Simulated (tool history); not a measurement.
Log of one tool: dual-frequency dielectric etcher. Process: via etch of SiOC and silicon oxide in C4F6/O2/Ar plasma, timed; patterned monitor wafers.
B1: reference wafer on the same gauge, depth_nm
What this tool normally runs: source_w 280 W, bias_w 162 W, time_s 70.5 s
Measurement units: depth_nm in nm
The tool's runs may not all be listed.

Run 1, hour 0: usual settings; B1 69.7. Result: depth_nm 69.1 nm.
Run 2, hour 52.9: usual settings; B1 69.7. Result: depth_nm 69 nm.
Run 3, hour 88.8: usual settings but bias_w 175 W; B1 69.7. Result: depth_nm 71.4 nm.
Run 4, hour 130: usual settings but bias_w 175 W; B1 69.7. Result: depth_nm 71.3 nm.
Run 5, hour 195.3: usual settings; B1 69.7. Result: depth_nm 68.3 nm.
Run 6, hour 222.3: usual settings; B1 69.6. Result: depth_nm 68.4 nm.
Run 7, hour 283: usual settings; B1 69.6. Result: depth_nm 67.7 nm.
At hour 357.7: wet clean of the chamber.
Run 8, hour 358.2: usual settings; B1 69.7. Result: depth_nm 68.9 nm.
Run 9, hour 408: usual settings; B1 69.7. Result: depth_nm 68.8 nm.
Run 10, hour 463: usual settings; B1 69.7. Result: depth_nm 68.5 nm.
Run 11, hour 523.2: usual settings; B1 69.7. Result: depth_nm 68.2 nm.
Run 12, hour 593.7: usual settings; B1 69.6. Result: depth_nm 67.9 nm.
Run 13, hour 625.4: usual settings; B1 69.8. Result: depth_nm 67.7 nm.
Run 14, hour 694.7: usual settings; B1 69.8. Result: depth_nm 67.3 nm.
At hour 750.4: upper electrode replaced.
At hour 762.4: wet clean of the chamber.
Run 15, hour 762.9: usual settings; B1 69.7. Result: depth_nm 68.9 nm.
Run 16, hour 778.1: usual settings but source_w 300 W, bias_w 183 W; B1 69.7. Result: depth_nm 74.5 nm.
At hour 782.6: gauge calibrated.
Run 17, hour 844.7: usual settings but source_w 220 W, time_s 76 s; B1 69.7. Result: depth_nm 69 nm.
Run 18, hour 871.9: usual settings but source_w 250 W, bias_w 122 W; B1 69.7. Result: depth_nm 56.7 nm.
Run 19, hour 936.5: usual settings but source_w 230 W, bias_w 151 W, time_s 88 s; B1 69.7. Result: depth_nm 77.5 nm.
Run 20, hour 966.4: usual settings but source_w 250 W, bias_w 200 W, time_s 81 s; B1 69.7. Result: depth_nm 83.8 nm.
Run 21, hour 998.1: usual settings; B1 69.7. Result: depth_nm 67.9 nm.
At hour 1030.7: bias power generator calibrated.
At hour 1050.2: source power generator calibrated.
Run 22, hour 1056: usual settings; B1 69.7. Result: depth_nm 68.7 nm.
Run 23, hour 1089.5: usual settings but source_w 230 W, bias_w 186 W, time_s 79.5 s; B1 69.8. Result: depth_nm 78.8 nm.
At hour 1169.3: wet clean of the chamber.
Run 24, hour 1169.8: usual settings; B1 69.7. Result: depth_nm 70.3 nm.
Run 25, hour 1213.7: usual settings but source_w 260 W, bias_w 199 W, time_s 81 s; B1 69.7. Result: depth_nm 87.6 nm.
Run 26, hour 1281.7: usual settings; B1 69.7. Result: depth_nm 69.7 nm.
Run 27, hour 1338.1: usual settings but time_s 81.5 s; B1 69.7. Result: depth_nm 80.5 nm.

Alternative continuations, all from the tool just after run 27; predict every row:
Run A, hour 1338.5: usual settings; B1 ?. Result: depth_nm ?.
Run B, hour 1338.5: usual settings but source_w 240 W, bias_w 146 W; B1 ?. Result: depth_nm ?.
Run C, hour 1338.5: usual settings but source_w 260 W, bias_w 173 W, time_s 60 s; B1 ?. Result: depth_nm ?.

run    B1  depth_nm
  A  69.7      69.6
  B  69.7      63.1
  C  69.7        60
The same runs, with their run-to-run variation unchanged, on a tool lacking any hidden condition would have given:
run  depth_nm
  A      70.6
  B        64
  C      60.8
